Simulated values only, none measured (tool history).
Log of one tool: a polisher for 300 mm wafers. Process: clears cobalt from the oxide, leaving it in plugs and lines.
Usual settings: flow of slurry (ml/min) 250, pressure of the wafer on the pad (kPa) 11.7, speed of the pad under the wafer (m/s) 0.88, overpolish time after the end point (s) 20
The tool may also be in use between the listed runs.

| run | hour | flow of slurry (ml/min) | pressure of the wafer on the pad (kPa) | speed of the pad under the wafer (m/s) | overpolish time after the end point (s) | wafers since the last listed run | wafers polished on this pad | hours since the slurry nozzle was cleaned | hours since the head pressure was calibrated | incoming thickness of the incoming film, nm | time until the end point was called (s) | dishing of a wide line in a test structure (angstrom) |
|---|---|---|---|---|---|---|---|---|---|---|---|---|
| 1 | 0.0 | 250 | 14.5 | 0.88 | 20 | 0 | 13 | 121.3 | 1247.0 | 159.6 | 42.2 | 507 |
| 2 | 13.2 | 250 | 14.5 | 0.88 | 20 | 110 | 123 | 134.5 | 1260.2 | 160.6 | 43.1 | 499 |
| 3 | 31.0 | 250 | 11.7 | 0.88 | 26 | 148 | 272 | 152.3 | 1278.0 | 160.9 | 49.4 | 540 |
| 4 | 45.4 | 250 | 11.7 | 0.88 | 26 | 120 | 392 | 166.7 | 1292.4 | 160.6 | 47.5 | 540 |
| 5 | 60.9 | 250 | 11.7 | 0.88 | 26 | 129 | 521 | 182.2 | 1307.9 | 161.5 | 49.1 | 547 |
| 6 | 69.7 | 250 | 11.7 | 0.88 | 20 | 73 | 595 | 191.0 | 1316.7 | 157.9 | 48.7 | 480 |
| 7 | 79.4 | 250 | 11.7 | 0.88 | 20 | 80 | 676 | 200.7 | 1326.4 | 161.6 | 48.6 | 454 |
| 8 | 86.4 | 250 | 11.7 | 0.88 | 20 | 58 | 734 | 207.7 | 1333.4 | 161.2 | 50.0 | 506 |
| 9 | 102.5 | 250 | 13.1 | 0.88 | 20 | 134 | 868 | 223.8 | 1349.5 | 159.6 | 45.7 | 520 |
|  | 112.9 | worn pad replaced by a new one |
| 10 | 113.4 | 305 | 11.7 | 0.88 | 20 | 57 | 3 | 234.7 | 1360.4 | 157.0 | 47.0 | 483 |
| 11 | 118.1 | 305 | 11.7 | 0.88 | 20 | 39 | 43 | 239.4 | 1365.1 | 162.0 | 49.1 | 495 |
| 12 | 126.3 | 250 | 11.7 | 0.88 | 20 | 68 | 111 | 247.6 | 1373.3 | 161.0 | 48.8 | 487 |
| 13 | 138.9 | 250 | 11.7 | 0.88 | 20 | 105 | 216 | 260.2 | 1385.9 | 159.6 | 48.8 | 468 |
| 14 | 151.9 | 250 | 11.7 | 0.88 | 20 | 108 | 325 | 273.2 | 1398.9 | 157.8 | 48.4 | 491 |
| 15 | 166.0 | 250 | 9.7 | 0.88 | 10 | 117 | 442 | 287.3 | 1413.0 | 161.9 | 54.7 | 272 |
| 16 | 175.8 | 275 | 11.7 | 0.64 | 20 | 81 | 524 | 297.1 | 1422.8 | 160.2 | 66.7 | 398 |
|  | 192.8 | head pressure recalibrated |
| 17 | 199.0 | 250 | 11.7 | 0.74 | 20 | 176 | 701 | 320.3 | 6.2 | 160.7 | 58.9 | 414 |
|  | 212.4 | worn pad replaced by a new one |
| 18 | 212.9 | 160 | 11.7 | 0.88 | 20 | 82 | 4 | 334.2 | 20.1 | 158.0 | 50.7 | 449 |
| 19 | 224.0 | 250 | 13.1 | 1.12 | 20 | 92 | 97 | 345.3 | 31.2 | 159.5 | 36.4 | 548 |
| 20 | 238.8 | 250 | 11.7 | 0.88 | 20 | 123 | 220 | 360.1 | 46.0 | 159.8 | 49.3 | 468 |
| 21 | 251.3 | 200 | 11.7 | 0.70 | 30 | 104 | 324 | 372.6 | 58.5 | 162.8 | 66.2 | 506 |
| 22 | 261.5 | 250 | 11.7 | 0.80 | 24 | 85 | 409 | 382.8 | 68.7 | 160.1 | 54.5 | 503 |
|  | 269.4 | slurry nozzle cleaned |
| 23 | 278.2 | 250 | 11.7 | 0.88 | 20 | 131 | 540 | 8.8 | 85.4 | 159.7 | 51.1 | 453 |

Forecast run 24:
| 24 | 312.6 | 250 | 9.0 | 0.64 | 28 | 287 | 828 | 43.2 | 119.8 | 159.8 | ? | ? |

time until the end point was called (s): 82.4
dishing of a wide line in a test structure (angstrom): 416
Without the tool's hidden state the same run would have given time until the end point was called (s) 76.8, dishing of a wide line in a test structure (angstrom) 435.
